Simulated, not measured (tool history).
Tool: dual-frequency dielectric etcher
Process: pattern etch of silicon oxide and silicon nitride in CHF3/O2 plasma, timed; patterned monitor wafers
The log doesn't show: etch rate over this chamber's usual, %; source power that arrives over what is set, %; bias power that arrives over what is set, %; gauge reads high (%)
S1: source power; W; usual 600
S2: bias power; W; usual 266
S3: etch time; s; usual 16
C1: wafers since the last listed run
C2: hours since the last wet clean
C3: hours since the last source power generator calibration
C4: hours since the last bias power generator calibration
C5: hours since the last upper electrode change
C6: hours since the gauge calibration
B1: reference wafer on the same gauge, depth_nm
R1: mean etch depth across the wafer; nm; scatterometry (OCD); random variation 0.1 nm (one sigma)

{"run": 1, "day": 0.0, "S1": 600, "S2": 266, "S3": 16, "C1": 0, "C2": 451, "C3": 1790.4, "C4": 0.5, "C5": 3933.9, "C6": 1696.1, "B1": 26.1, "R1": 29.84}
{"run": 2, "day": 1.033, "S1": 600, "S2": 266, "S3": 16, "C1": 364, "C2": 475.8, "C3": 1815.2, "C4": 25.3, "C5": 3958.7, "C6": 1720.9, "B1": 26.12, "R1": 29.74}
{"run": 3, "day": 3.304, "S1": 690, "S2": 231, "S3": 16, "C1": 801, "C2": 530.3, "C3": 1869.7, "C4": 79.8, "C5": 4013.2, "C6": 1775.4, "B1": 26.07, "R1": 30.47}
{"day": 7.167, "done": "wet clean of the chamber"}
{"run": 4, "day": 7.188, "S1": 690, "S2": 231, "S3": 16, "C1": 1018, "C2": 0.5, "C3": 1962.9, "C4": 173, "C5": 4106.4, "C6": 1868.6, "B1": 26.12, "R1": 30}
{"run": 5, "day": 8.871, "S1": 600, "S2": 266, "S3": 16, "C1": 594, "C2": 40.9, "C3": 2003.3, "C4": 213.4, "C5": 4146.8, "C6": 1909, "B1": 26.15, "R1": 29.33}
{"run": 6, "day": 10.012, "S1": 600, "S2": 266, "S3": 16, "C1": 403, "C2": 68.3, "C3": 2030.7, "C4": 240.8, "C5": 4174.2, "C6": 1936.4, "B1": 26.1, "R1": 29.48}
{"run": 7, "day": 11.517, "S1": 600, "S2": 266, "S3": 16, "C1": 531, "C2": 104.4, "C3": 2066.8, "C4": 276.9, "C5": 4210.3, "C6": 1972.5, "B1": 26.09, "R1": 29.39}
{"run": 8, "day": 14.271, "S1": 600, "S2": 266, "S3": 16, "C1": 972, "C2": 170.5, "C3": 2132.9, "C4": 343, "C5": 4276.4, "C6": 2038.6, "B1": 26.11, "R1": 29.49}
{"run": 9, "day": 15.675, "S1": 510, "S2": 249, "S3": 11, "C1": 495, "C2": 204.2, "C3": 2166.6, "C4": 376.7, "C5": 4310.1, "C6": 2072.3, "B1": 26.07, "R1": 17.84}
{"run": 10, "day": 17.938, "S1": 600, "S2": 266, "S3": 12.5, "C1": 798, "C2": 258.5, "C3": 2220.9, "C4": 431, "C5": 4364.4, "C6": 2126.6, "B1": 26.09, "R1": 23.01}
{"day": 18.588, "done": "gauge calibrated"}
{"day": 20.271, "done": "source power generator calibrated"}
{"run": 11, "day": 20.525, "S1": 600, "S2": 266, "S3": 16, "C1": 854, "C2": 320.6, "C3": 6.1, "C4": 493.1, "C5": 4426.5, "C6": 46.5, "B1": 26.08, "R1": 29.61}
{"run": 12, "day": 21.85, "S1": 540, "S2": 266, "S3": 17.5, "C1": 467, "C2": 352.4, "C3": 37.9, "C4": 524.9, "C5": 4458.3, "C6": 78.3, "B1": 26.09, "R1": 30.3}
{"run": 13, "day": 23.3, "S1": 600, "S2": 300, "S3": 16, "C1": 512, "C2": 387.2, "C3": 72.7, "C4": 559.7, "C5": 4493.1, "C6": 113.1, "B1": 26.09, "R1": 31.17}
{"run": 14, "day": 25.758, "S1": 600, "S2": 266, "S3": 16, "C1": 868, "C2": 446.2, "C3": 131.7, "C4": 618.7, "C5": 4552.1, "C6": 172.1, "B1": 26.09, "R1": 29.57}
{"run": 15, "day": 27.238, "S1": 660, "S2": 227, "S3": 19, "C1": 522, "C2": 481.7, "C3": 167.2, "C4": 654.2, "C5": 4587.6, "C6": 207.6, "B1": 26.09, "R1": 35.1}
{"run": 16, "day": 29.067, "S1": 600, "S2": 266, "S3": 16, "C1": 645, "C2": 525.6, "C3": 211.1, "C4": 698.1, "C5": 4631.5, "C6": 251.5, "B1": 26.12, "R1": 29.71}
{"day": 31.267, "done": "wet clean of the chamber"}
{"day": 31.621, "done": "upper electrode replaced, of another model than before"}
{"run": 17, "day": 31.642, "S1": 470, "S2": 201, "S3": 16, "C1": 431, "C2": 9, "C3": 272.9, "C4": 759.9, "C5": 0.5, "C6": 313.3, "B1": 26.11, "R1": 24.42}
{"run": 18, "day": 33.362, "S1": 600, "S2": 266, "S3": 16, "C1": 607, "C2": 50.3, "C3": 314.2, "C4": 801.2, "C5": 41.8, "C6": 354.6, "B1": 26.1, "R1": 29.3}
{"run": 19, "day": 36.192, "S1": 600, "S2": 300, "S3": 16, "C1": 999, "C2": 118.2, "C3": 382.1, "C4": 869.1, "C5": 109.7, "C6": 422.5, "B1": 26.08, "R1": 30.37}
{"run": 20, "day": 38.842, "S1": 700, "S2": 266, "S3": 19.5, "C1": 935, "C2": 181.8, "C3": 445.7, "C4": 932.7, "C5": 173.3, "C6": 486.1, "B1": 26.09, "R1": 38.53}
{"run": 21, "day": 40.042, "S1": 660, "S2": 312, "S3": 20.5, "C1": 423, "C2": 210.6, "C3": 474.5, "C4": 961.5, "C5": 202.1, "C6": 514.9, "B1": 26.12, "R1": 41.25}
{"run": 22, "day": 42.738, "S1": 600, "S2": 266, "S3": 16, "C1": 952, "C2": 275.3, "C3": 539.2, "C4": 1026.2, "C5": 266.8, "C6": 579.6, "B1": 26.08, "R1": 29.41}
{"run": 23, "day": 44.121, "S1": 680, "S2": 297, "S3": 14.5, "C1": 488, "C2": 308.5, "C3": 572.4, "C4": 1059.4, "C5": 300, "C6": 612.8, "B1": 26.1, "R1": 29.2}
{"run": 24, "day": 45.971, "S1": 600, "S2": 266, "S3": 16, "C1": 653, "C2": 352.9, "C3": 616.8, "C4": 1103.8, "C5": 344.4, "C6": 657.2, "B1": 26.1, "R1": 29.55}
{"run": 25, "day": 48.342, "S1": 520, "S2": 266, "S3": 16, "C1": 837, "C2": 409.8, "C3": 673.7, "C4": 1160.7, "C5": 401.3, "C6": 714.1, "B1": 26.09, "R1": 27.77}
{"run": 26, "day": 49.346, "S1": 710, "S2": 309, "S3": 16, "C1": 354, "C2": 433.9, "C3": 697.8, "C4": 1184.8, "C5": 425.4, "C6": 738.2, "B1": 26.1, "R1": 33.3}
{"day": 53.233, "done": "wet clean of the chamber"}
{"run": 27, "day": 53.254, "S1": 530, "S2": 266, "S3": 20, "C1": 1027, "C2": 0.5, "C3": 791.6, "C4": 1278.6, "C5": 519.2, "C6": 832, "B1": 26.11, "R1": 34.44}
{"run": 28, "day": 54.35, "S1": 600, "S2": 266, "S3": 16, "C1": 386, "C2": 26.8, "C3": 817.9, "C4": 1304.9, "C5": 545.5, "C6": 858.3, "B1": 26.12, "R1": 29.32}

Measured less the same run without the tool's hidden state. The same run-to-run variation is in both; the gauge's scatter may not be:
run=1 R1=+0.34
run=2 R1=+0.36
run=3 R1=+0.41
run=4 R1=+0.03
run=5 R1=+0.06
run=6 R1=+0.08
run=7 R1=+0.11
run=8 R1=+0.15
run=9 R1=+0.11
run=10 R1=+0.18
run=11 R1=+0.27
run=12 R1=+0.3
run=13 R1=+0.33
run=14 R1=+0.36
run=15 R1=+0.46
run=16 R1=+0.42
run=17 R1=+0.01
run=18 R1=+0.04
run=19 R1=+0.09
run=20 R1=+0.17
run=21 R1=+0.22
run=22 R1=+0.2
run=23 R1=+0.22
run=24 R1=+0.26
run=25 R1=+0.28
run=26 R1=+0.36
run=27 R1=+0.04
run=28 R1=+0.05

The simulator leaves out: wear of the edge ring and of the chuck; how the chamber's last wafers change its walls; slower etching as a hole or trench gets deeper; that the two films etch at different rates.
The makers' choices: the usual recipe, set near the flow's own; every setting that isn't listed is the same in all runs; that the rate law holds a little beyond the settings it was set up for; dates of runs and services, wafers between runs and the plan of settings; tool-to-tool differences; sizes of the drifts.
